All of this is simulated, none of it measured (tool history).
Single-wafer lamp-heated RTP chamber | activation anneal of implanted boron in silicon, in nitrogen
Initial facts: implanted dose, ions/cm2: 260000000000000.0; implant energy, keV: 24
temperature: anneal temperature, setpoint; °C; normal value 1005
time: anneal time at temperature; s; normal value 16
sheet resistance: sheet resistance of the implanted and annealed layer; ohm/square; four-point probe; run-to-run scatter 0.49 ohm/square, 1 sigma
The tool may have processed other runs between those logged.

run,hour,temperature,time,"read-back reference wafer on the same gauge, sheet resistance",sheet resistance
1,0,1005,16,343.04,328.66
2,27.6,1005,16,342.94,327.59
3,51,1005,16,343.05,327.67
4,81,1005,16,343.09,327.7
5,107.1,1005,16,343.05,327.62
6,143.1,1005,16,343,327.16
7,157,1028,9,343.03,325.01
8,188.8,1028,9,342.98,323.82
# hour 204: pyrometer window cleaned and pyrometer calibrated
9,211.2,1028,9,343,324.75
10,225.2,981,16,343.01,342.09
11,245,981,16,343.05,341.05
12,264.6,1005,10,342.97,329.97
# hour 280.4: gauge calibrated
# hour 304.6: reflector plate cleaned
13,305.1,1005,10,343.03,328.91
14,319.5,1005,10,342.94,329.46
15,343,1014,10,342.98,326.94
16,367.4,983,25,343.01,333.17
17,399,1023,23,342.97,323.88
18,423.5,1005,16,342.94,325.1
# hour 438.7: pyrometer window cleaned and pyrometer calibrated
19,456.8,1020,16,343.04,324.93
20,482.1,1005,16,343.05,327.91
21,510.9,997,22,342.96,329.38
22,531.5,994,20,343.03,330.95
23,555.9,979,25,342.92,336.97
24,575.5,1034,23,343.07,323.62
25,611.5,986,16,342.91,332.19
26,624,995,19,343.08,328.27
# hour 646.3: gauge calibrated
# hour 647.5: pyrometer window cleaned and pyrometer calibrated
27,653.6,1005,16,343.04,327.64

Run 28, settings as shown, results not yet in. Your forecast:
28,687.1,982,16,?,?

For run 28 the tool returned read-back reference wafer on the same gauge, sheet resistance 342.96, sheet resistance 340.45 ohm/square.
The same run, on a tool lacking any hidden state, would have yielded sheet resistance 341.44 ohm/square.
